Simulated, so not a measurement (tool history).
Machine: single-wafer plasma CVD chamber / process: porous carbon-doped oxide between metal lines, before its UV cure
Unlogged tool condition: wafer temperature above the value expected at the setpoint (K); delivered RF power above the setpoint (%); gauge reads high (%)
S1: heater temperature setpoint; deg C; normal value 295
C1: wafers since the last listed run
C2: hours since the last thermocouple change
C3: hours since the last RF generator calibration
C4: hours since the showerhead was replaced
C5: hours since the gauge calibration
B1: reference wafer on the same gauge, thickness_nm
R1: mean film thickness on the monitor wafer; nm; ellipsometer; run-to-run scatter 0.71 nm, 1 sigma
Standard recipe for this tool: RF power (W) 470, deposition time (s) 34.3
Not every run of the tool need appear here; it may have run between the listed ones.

Run 1, hour 0: usual settings; C1 0; C2 704.8; C3 226.1; C4 3524.5; C5 1359.8; B1 172.117. Result: R1 177.467 nm.
Run 2, hour 101.4: usual settings; C1 1782; C2 806.2; C3 327.5; C4 3625.9; C5 1461.2; B1 171.826. Result: R1 177.161 nm.
Run 3, hour 172.7: usual settings; C1 1253; C2 877.5; C3 398.8; C4 3697.2; C5 1532.5; B1 171.979. Result: R1 176.844 nm.
Run 4, hour 245: usual settings but RF power (W) 445; C1 1271; C2 949.8; C3 471.1; C4 3769.5; C5 1604.8; B1 172.075. Result: R1 170.786 nm.
Run 5, hour 343.3: usual settings but RF power (W) 445; C1 1728; C2 1048.1; C3 569.4; C4 3867.8; C5 1703.1; B1 172.023. Result: R1 170.031 nm.
Run 6, hour 395.3: usual settings but S1 291 deg C; C1 914; C2 1100.1; C3 621.4; C4 3919.8; C5 1755.1; B1 172.05. Result: R1 180.672 nm.
Run 7, hour 446.4: usual settings but S1 291 deg C; C1 898; C2 1151.2; C3 672.5; C4 3970.9; C5 1806.2; B1 171.867. Result: R1 180.151 nm.
Run 8, hour 511: usual settings; C1 1135; C2 1215.8; C3 737.1; C4 4035.5; C5 1870.8; B1 172.083. Result: R1 178.279 nm.
Run 9, hour 577.5: usual settings; C1 1169; C2 1282.3; C3 803.6; C4 4102; C5 1937.3; B1 172.13. Result: R1 176.925 nm.
Run 10, hour 642.9: usual settings but deposition time (s) 32.2; C1 1149; C2 1347.7; C3 869; C4 4167.4; C5 2002.7; B1 172.262. Result: R1 167.055 nm.
Run 11, hour 679.3: usual settings but deposition time (s) 32.2; C1 639; C2 1384.1; C3 905.4; C4 4203.8; C5 2039.1; B1 171.946. Result: R1 167.823 nm.
Run 12, hour 742.5: usual settings but deposition time (s) 32.2; C1 1111; C2 1447.3; C3 968.6; C4 4267; C5 2102.3; B1 171.872. Result: R1 166.098 nm.
Run 13, hour 847.4: usual settings but S1 292 deg C, RF power (W) 450; C1 1844; C2 1552.2; C3 1073.5; C4 4371.9; C5 2207.2; B1 171.904. Result: R1 175.453 nm.
At hour 861.2: gauge calibrated.
Run 14, hour 907.1: usual settings but S1 292 deg C, RF power (W) 450; C1 1049; C2 1611.9; C3 1133.2; C4 4431.6; C5 45.9; B1 171.996. Result: R1 175.421 nm.
Run 15, hour 979.8: usual settings; C1 1278; C2 1684.6; C3 1205.9; C4 4504.3; C5 118.6; B1 172.203. Result: R1 176.786 nm.
Run 16, hour 1023.7: usual settings; C1 771; C2 1728.5; C3 1249.8; C4 4548.2; C5 162.5; B1 172.106. Result: R1 177.391 nm.
At hour 1106.4: RF generator calibrated.
Run 17, hour 1129.5: usual settings but S1 308 deg C, deposition time (s) 28.3; C1 1719; C2 1834.3; C3 23.1; C4 4654; C5 268.3; B1 171.911. Result: R1 137.744 nm.
Run 18, hour 1194.9: usual settings but S1 282 deg C, RF power (W) 505, deposition time (s) 29.3; C1 1149; C2 1899.7; C3 88.5; C4 4719.4; C5 333.7; B1 171.912. Result: R1 171.023 nm.
Run 19, hour 1300.7: usual settings but S1 290 deg C, RF power (W) 440, deposition time (s) 41.1; C1 1859; C2 2005.5; C3 194.3; C4 4825.2; C5 439.5; B1 171.963. Result: R1 207.409 nm.
Run 20, hour 1378: usual settings but S1 304 deg C; C1 1358; C2 2082.8; C3 271.6; C4 4902.5; C5 516.8; B1 172.079. Result: R1 170.44 nm.
At hour 1444.1: showerhead replaced.
Run 21, hour 1481.9: usual settings; C1 1685; C2 2186.7; C3 375.5; C4 37.8; C5 620.7; B1 172.043. Result: R1 176.931 nm.
Run 22, hour 1529.1: usual settings but S1 289 deg C, RF power (W) 510, deposition time (s) 31.5; C1 829; C2 2233.9; C3 422.7; C4 85; C5 667.9; B1 172.187. Result: R1 179.189 nm.
Run 23, hour 1578.7: usual settings but S1 290 deg C, RF power (W) 395, deposition time (s) 29.1; C1 871; C2 2283.5; C3 472.3; C4 134.6; C5 717.5; B1 171.694. Result: R1 135.002 nm.
At hour 1715.2: thermocouple changed; heater temperature recalibrated.
Run 24, hour 1787.1: usual settings but S1 299 deg C, RF power (W) 560; C1 3522; C2 71.9; C3 680.7; C4 343; C5 925.9; B1 171.791. Result: R1 195.87 nm.
Run 25, hour 1854.1: usual settings but S1 299 deg C; C1 1177; C2 138.9; C3 747.7; C4 410; C5 992.9; B1 172.119. Result: R1 173.415 nm.
Run 26, hour 1920.4: usual settings but S1 307 deg C, RF power (W) 425; C1 1165; C2 205.2; C3 814; C4 476.3; C5 1059.2; B1 171.978. Result: R1 154.111 nm.
Run 27, hour 2014.3: usual settings; C1 1650; C2 299.1; C3 907.9; C4 570.2; C5 1153.1; B1 171.907. Result: R1 175.921 nm.
Run 28, hour 2052.1: usual settings; C1 664; C2 336.9; C3 945.7; C4 608; C5 1190.9; B1 171.797. Result: R1 177.083 nm.
Run 29, hour 2100.2: usual settings but S1 289 deg C, deposition time (s) 38.8; C1 845; C2 385; C3 993.8; C4 656.1; C5 1239; B1 171.819. Result: R1 206.063 nm.
Run 30, hour 2202: usual settings but S1 282 deg C, RF power (W) 510, deposition time (s) 38.2; C1 1789; C2 486.8; C3 1095.6; C4 757.9; C5 1340.8; B1 171.754. Result: R1 223.33 nm.
Run 31, hour 2290.9: usual settings but S1 307 deg C, RF power (W) 425; C1 1562; C2 575.7; C3 1184.5; C4 846.8; C5 1429.7; B1 171.876. Result: R1 153.942 nm.
At hour 2348.7: RF generator calibrated.
Run 32, hour 2388.2: usual settings; C1 1569; C2 673; C3 39.5; C4 944.1; C5 1527; B1 172.015. Result: R1 176.967 nm.
Run 33, hour 2466.5: usual settings; C1 1376; C2 751.3; C3 117.8; C4 1022.4; C5 1605.3; B1 172.009. Result: R1 176.479 nm.
Run 34, hour 2527.2: usual settings but RF power (W) 550; C1 1067; C2 812; C3 178.5; C4 1083.1; C5 1666; B1 172.201. Result: R1 197.698 nm.
Run 35, hour 2608.6: usual settings; C1 1430; C2 893.4; C3 259.9; C4 1164.5; C5 1747.4; B1 171.89. Result: R1 178.509 nm.

What if the next run were any one of these 3? Each begins from the tool's condition after run 35:
Run A, hour 2609: usual settings but RF power (W) 430; C1 7; C2 893.8; C3 260.3; C4 1164.9; C5 1747.8; B1 ?. Result: R1 ?.
Run B, hour 2609: usual settings but RF power (W) 515, deposition time (s) 39.2; C1 7; C2 893.8; C3 260.3; C4 1164.9; C5 1747.8; B1 ?. Result: R1 ?.
Run C, hour 2609: usual settings but S1 287 deg C, deposition time (s) 36.9; C1 7; C2 893.8; C3 260.3; C4 1164.9; C5 1747.8; B1 ?. Result: R1 ?.

run      B1       R1
  A  172.05  164.877
  B  172.05  214.184
  C  172.05  197.654
The same runs, with their run-to-run variation unchanged, on a tool lacking any hidden condition would have given:
run       R1
  A  164.877
  B  214.184
  C  197.654

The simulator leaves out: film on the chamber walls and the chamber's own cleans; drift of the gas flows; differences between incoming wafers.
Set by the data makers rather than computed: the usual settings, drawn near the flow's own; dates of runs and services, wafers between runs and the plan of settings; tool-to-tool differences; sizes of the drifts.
